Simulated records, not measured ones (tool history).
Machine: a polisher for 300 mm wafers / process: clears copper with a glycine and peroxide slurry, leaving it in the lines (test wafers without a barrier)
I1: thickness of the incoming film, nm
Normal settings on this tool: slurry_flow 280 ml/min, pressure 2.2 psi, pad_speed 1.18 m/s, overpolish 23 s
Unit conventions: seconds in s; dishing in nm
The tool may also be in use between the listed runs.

{"run": 1, "hour": 0.0, "slurry_flow": 280, "pressure": 2.2, "pad_speed": 1.18, "overpolish": 23, "I1": 507, "seconds": 133.4, "dishing": 23.5}
{"hour": 9.5, "done": "worn pad replaced by a new one"}
{"run": 2, "hour": 10.0, "slurry_flow": 280, "pressure": 2.2, "pad_speed": 1.18, "overpolish": 23, "I1": 504.4, "seconds": 118.2, "dishing": 23.9}
{"run": 3, "hour": 15.5, "slurry_flow": 280, "pressure": 2.2, "pad_speed": 1.18, "overpolish": 23, "I1": 512, "seconds": 122.7, "dishing": 23.5}
{"run": 4, "hour": 32.5, "slurry_flow": 280, "pressure": 2.2, "pad_speed": 1.18, "overpolish": 23, "I1": 515.7, "seconds": 124.1, "dishing": 23.4}
{"run": 5, "hour": 46.7, "slurry_flow": 280, "pressure": 2.2, "pad_speed": 1.18, "overpolish": 23, "I1": 511.8, "seconds": 127.2, "dishing": 22.1}
{"run": 6, "hour": 59.0, "slurry_flow": 280, "pressure": 2.2, "pad_speed": 1.18, "overpolish": 23, "I1": 501.5, "seconds": 124.9, "dishing": 23.1}
{"run": 7, "hour": 66.1, "slurry_flow": 280, "pressure": 2.2, "pad_speed": 1.18, "overpolish": 23, "I1": 506.2, "seconds": 126.9, "dishing": 22.7}
{"run": 8, "hour": 76.3, "slurry_flow": 280, "pressure": 2.2, "pad_speed": 1.18, "overpolish": 23, "I1": 506, "seconds": 130.4, "dishing": 23.9}
{"run": 9, "hour": 91.8, "slurry_flow": 280, "pressure": 2.2, "pad_speed": 1.18, "overpolish": 23, "I1": 503.6, "seconds": 133.2, "dishing": 23.1}
{"run": 10, "hour": 121.7, "slurry_flow": 280, "pressure": 2.2, "pad_speed": 1.18, "overpolish": 23, "I1": 507.9, "seconds": 138, "dishing": 23.5}
{"hour": 125.9, "done": "worn pad replaced by a new one"}
{"hour": 129.9, "done": "slurry nozzle cleaned"}
{"run": 11, "hour": 130.4, "slurry_flow": 280, "pressure": 1.6, "pad_speed": 1, "overpolish": 12, "I1": 519.6, "seconds": 186.8, "dishing": 16.3}
{"hour": 160.6, "done": "head pressure recalibrated"}
{"run": 12, "hour": 161.1, "slurry_flow": 280, "pressure": 2.5, "pad_speed": 1.18, "overpolish": 23, "I1": 517.5, "seconds": 108.4, "dishing": 24.4}
{"run": 13, "hour": 176.9, "slurry_flow": 245, "pressure": 2.2, "pad_speed": 1.54, "overpolish": 23, "I1": 513.4, "seconds": 98.4, "dishing": 23.6}
{"run": 14, "hour": 183.0, "slurry_flow": 310, "pressure": 1.8, "pad_speed": 1.36, "overpolish": 23, "I1": 503.7, "seconds": 123.1, "dishing": 23.8}
{"run": 15, "hour": 189.4, "slurry_flow": 245, "pressure": 1.8, "pad_speed": 0.76, "overpolish": 28, "I1": 513.5, "seconds": 197.3, "dishing": 24.2}

Run 16 is up next; what results do you expect?
{"run": 16, "hour": 205.3, "slurry_flow": 200, "pressure": 1.6, "pad_speed": 1.18, "overpolish": 23, "I1": 501.8, "seconds": "?", "dishing": "?"}

Run 16 gave seconds 161.9 s, dishing 21.1 nm.
Minus the tool's unlogged condition, the same run would have read seconds 146.4 s, dishing 21.7 nm.
